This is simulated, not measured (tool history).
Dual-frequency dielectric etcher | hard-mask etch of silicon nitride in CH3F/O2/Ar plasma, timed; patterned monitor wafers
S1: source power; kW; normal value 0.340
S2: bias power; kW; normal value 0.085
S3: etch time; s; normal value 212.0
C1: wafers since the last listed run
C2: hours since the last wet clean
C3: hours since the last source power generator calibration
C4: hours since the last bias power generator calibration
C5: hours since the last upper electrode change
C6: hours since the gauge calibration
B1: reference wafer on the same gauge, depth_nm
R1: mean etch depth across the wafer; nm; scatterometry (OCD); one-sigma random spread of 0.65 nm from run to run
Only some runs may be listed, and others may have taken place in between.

run	hour	S1	S2	S3	C1	C2	C3	C4	C5	C6	B1	R1
1	0.0	0.340	0.085	212.0	0	30.4	2755.7	1090.8	2506.9	197.5	142.0	136.4
2	20.6	0.340	0.085	212.0	175	51.0	2776.3	1111.4	2527.5	218.1	142.1	136.4
3	46.6	0.340	0.085	212.0	221	77.0	2802.3	1137.4	2553.5	244.1	142.1	136.8
4	66.7	0.340	0.085	212.0	171	97.1	2822.4	1157.5	2573.6	264.2	142.0	135.6
5	99.3	0.340	0.085	212.0	278	129.7	2855.0	1190.1	2606.2	296.8	142.0	134.2
6	134.7	0.340	0.089	212.0	302	165.1	2890.4	1225.5	2641.6	332.2	141.9	137.4
7	155.3	0.340	0.089	212.0	175	185.7	2911.0	1246.1	2662.2	352.8	141.9	136.5
8	179.6	0.340	0.089	212.0	207	210.0	2935.3	1270.4	2686.5	377.1	141.9	136.5
9	198.5	0.340	0.085	212.0	161	228.9	2954.2	1289.3	2705.4	396.0	142.2	133.7
10	218.9	0.380	0.085	212.0	174	249.3	2974.6	1309.7	2725.8	416.4	142.0	140.9
11	245.1	0.380	0.085	212.0	223	275.5	3000.8	1335.9	2752.0	442.6	142.0	140.5
# hour 309.0: upper electrode replaced
12	333.9	0.340	0.085	212.0	552	364.3	3089.6	1424.7	24.9	531.4	141.8	132.7
13	354.6	0.280	0.085	212.0	176	385.0	3110.3	1445.4	45.6	552.1	142.0	119.5
14	368.4	0.280	0.085	212.0	117	398.8	3124.1	1459.2	59.4	565.9	142.1	120.2
15	395.8	0.340	0.085	212.0	233	426.2	3151.5	1486.6	86.8	593.3	141.8	132.3
# hour 434.8: source power generator calibrated
16	435.3	0.300	0.099	156.0	302	465.7	0.5	1526.1	126.3	632.8	142.0	98.2
17	447.9	0.290	0.068	186.5	107	478.3	13.1	1538.7	138.9	645.4	142.0	97.2
# hour 454.9: bias power generator calibrated
18	460.0	0.290	0.085	247.5	69	490.4	25.2	5.1	151.0	657.5	142.0	142.6
19	481.4	0.280	0.095	194.5	182	511.8	46.6	26.5	172.4	678.9	141.9	114.8
20	505.2	0.340	0.085	212.0	203	535.6	70.4	50.3	196.2	702.7	142.0	130.4
# hour 542.8: wet clean of the chamber
21	543.3	0.340	0.091	178.0	120	0.5	108.5	88.4	234.3	740.8	142.0	117.1
22	543.7	0.340	0.085	212.0	3	0.9	108.9	88.8	234.7	741.2	141.9	135.1
# hour 547.9: gauge calibrated
23	570.9	0.340	0.085	212.0	232	28.1	136.1	116.0	261.9	23.0	142.0	135.2
24	584.0	0.410	0.085	212.0	111	41.2	149.2	129.1	275.0	36.1	142.1	147.8
25	616.8	0.320	0.105	229.0	279	74.0	182.0	161.9	307.8	68.9	142.2	155.6
26	634.5	0.400	0.091	212.0	151	91.7	199.7	179.6	325.5	86.6	142.0	148.9
27	651.0	0.340	0.078	274.0	140	108.2	216.2	196.1	342.0	103.1	142.0	166.2
28	683.9	0.340	0.085	212.0	280	141.1	249.1	229.0	374.9	136.0	142.0	134.3
29	708.7	0.290	0.103	212.0	211	165.9	273.9	253.8	399.7	160.8	141.9	134.3
30	731.0	0.340	0.085	212.0	190	188.2	296.2	276.1	422.0	183.1	142.0	133.5

Below are 4 alternative next runs, each starting from the tool's condition after run 30. Predict each:
A	731.5	0.340	0.085	212.0	4	188.7	296.7	276.6	422.5	183.6	?	?
B	731.5	0.270	0.066	212.0	4	188.7	296.7	276.6	422.5	183.6	?	?
C	731.5	0.310	0.092	212.0	4	188.7	296.7	276.6	422.5	183.6	?	?
D	731.5	0.280	0.079	154.5	4	188.7	296.7	276.6	422.5	183.6	?	?

run	B1	R1
A	142.1	134.9
B	142.1	108.5
C	142.1	133.3
D	142.1	86.8
Without the tool's hidden state the same runs would have given:
run	R1
A	137.8
B	110.9
C	136.1
D	88.6
